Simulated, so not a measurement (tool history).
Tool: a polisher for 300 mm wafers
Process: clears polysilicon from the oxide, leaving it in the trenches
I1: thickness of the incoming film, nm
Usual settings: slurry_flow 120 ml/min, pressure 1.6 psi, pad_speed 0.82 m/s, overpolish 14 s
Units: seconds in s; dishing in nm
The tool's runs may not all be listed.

Run 1, hour 0: usual settings but pad_speed 0.9 m/s, overpolish 10 s; I1 515.6. Result: seconds 86.9 s, dishing 32.7 nm.
Run 2, hour 18.2: usual settings but pad_speed 0.9 m/s, overpolish 10 s; I1 503.8. Result: seconds 85.5 s, dishing 32.1 nm.
Run 3, hour 32.1: usual settings but pad_speed 0.9 m/s, overpolish 10 s; I1 516.5. Result: seconds 85 s, dishing 31 nm.
Run 4, hour 66.9: usual settings but overpolish 8 s; I1 506.1. Result: seconds 99.9 s, dishing 26.1 nm.
At hour 71.6: worn pad replaced by a new one.
Run 5, hour 92.5: usual settings but pressure 1.1 psi; I1 516. Result: seconds 132.1 s, dishing 31.4 nm.
Run 6, hour 108.1: usual settings but pad_speed 0.9 m/s, overpolish 9 s; I1 504.2. Result: seconds 84.6 s, dishing 30.2 nm.
Run 7, hour 140.6: usual settings but pad_speed 0.9 m/s, overpolish 9 s; I1 513.6. Result: seconds 88 s, dishing 29 nm.
Run 8, hour 156.5: usual settings but overpolish 19 s; I1 509.8. Result: seconds 100.2 s, dishing 37 nm.
At hour 183.8: worn pad replaced by a new one.
Run 9, hour 190.5: usual settings but overpolish 19 s; I1 508.9. Result: seconds 85.9 s, dishing 38.6 nm.
At hour 204.5: slurry nozzle cleaned.
Run 10, hour 214.2: usual settings but pressure 1.7 psi; I1 509.7. Result: seconds 85.7 s, dishing 35.5 nm.
Run 11, hour 239.1: usual settings but pressure 1.4 psi; I1 510.5. Result: seconds 104.7 s, dishing 33.1 nm.
Run 12, hour 255.1: usual settings; I1 510.4. Result: seconds 95 s, dishing 33.4 nm.
Run 13, hour 278.1: usual settings but pressure 1.2 psi, pad_speed 0.7 m/s; I1 512.5. Result: seconds 151.8 s, dishing 29.6 nm.
At hour 307.2: worn pad replaced by a new one.
Run 14, hour 313.3: usual settings; I1 513.8. Result: seconds 90.4 s, dishing 35.5 nm.
At hour 345.8: head pressure recalibrated.
Run 15, hour 346.3: usual settings but slurry_flow 140 ml/min, pressure 1.4 psi; I1 499.8. Result: seconds 103.6 s, dishing 33.6 nm.
Run 16, hour 373.4: usual settings but pressure 1.3 psi, pad_speed 0.72 m/s; I1 511. Result: seconds 126.4 s, dishing 30.5 nm.
Run 17, hour 403.1: usual settings but pressure 1.3 psi, pad_speed 1 m/s, overpolish 20 s; I1 511.6. Result: seconds 97.6 s, dishing 37.2 nm.
At hour 407.8: worn pad replaced by a new one.
Run 18, hour 428.3: usual settings but slurry_flow 110 ml/min; I1 505. Result: seconds 92.7 s, dishing 35.1 nm.
Run 19, hour 455.8: usual settings but slurry_flow 85 ml/min, pressure 1.8 psi, pad_speed 0.72 m/s, overpolish 9 s; I1 516.1. Result: seconds 102.7 s, dishing 27.2 nm.
Run 20, hour 469.7: usual settings but slurry_flow 130 ml/min, pressure 1 psi, pad_speed 1.1 m/s, overpolish 17 s; I1 513.8. Result: seconds 106.5 s, dishing 34.7 nm.
Run 21, hour 482.8: usual settings but slurry_flow 150 ml/min, pressure 1 psi; I1 507.2. Result: seconds 141.2 s, dishing 30 nm.
Run 22, hour 503.6: usual settings but pressure 2 psi; I1 501.2. Result: seconds 81.4 s, dishing 35.6 nm.
At hour 521.3: worn pad replaced by a new one.
Run 23, hour 535.7: usual settings; I1 519.3. Result: seconds 88.7 s, dishing 35.9 nm.

Forecast each of these 5 alternatives for the next run:
Run A, hour 536.2: usual settings; I1 517.1. Result: seconds ?, dishing ?.
Run B, hour 536.2: usual settings but slurry_flow 150 ml/min; I1 517.1. Result: seconds ?, dishing ?.
Run C, hour 536.2: usual settings but slurry_flow 110 ml/min, overpolish 7 s; I1 517.1. Result: seconds ?, dishing ?.
Run D, hour 536.2: usual settings but slurry_flow 100 ml/min, pressure 1.3 psi, pad_speed 0.9 m/s, overpolish 21 s; I1 517.1. Result: seconds ?, dishing ?.
Run E, hour 536.2: usual settings but pad_speed 0.56 m/s; I1 517.1. Result: seconds ?, dishing ?.

run  seconds  dishing
  A     92.9     35.9
  B     89.9     36.3
  C     94.1     25.8
  D    104.9     38.8
  E      136     30.7
Without the tool's hidden state the same runs would have given:
run  seconds  dishing
  A     91.5     36.1
  B     88.6     36.5
  C     92.7       26
  D    103.3     38.9
  E      134       31

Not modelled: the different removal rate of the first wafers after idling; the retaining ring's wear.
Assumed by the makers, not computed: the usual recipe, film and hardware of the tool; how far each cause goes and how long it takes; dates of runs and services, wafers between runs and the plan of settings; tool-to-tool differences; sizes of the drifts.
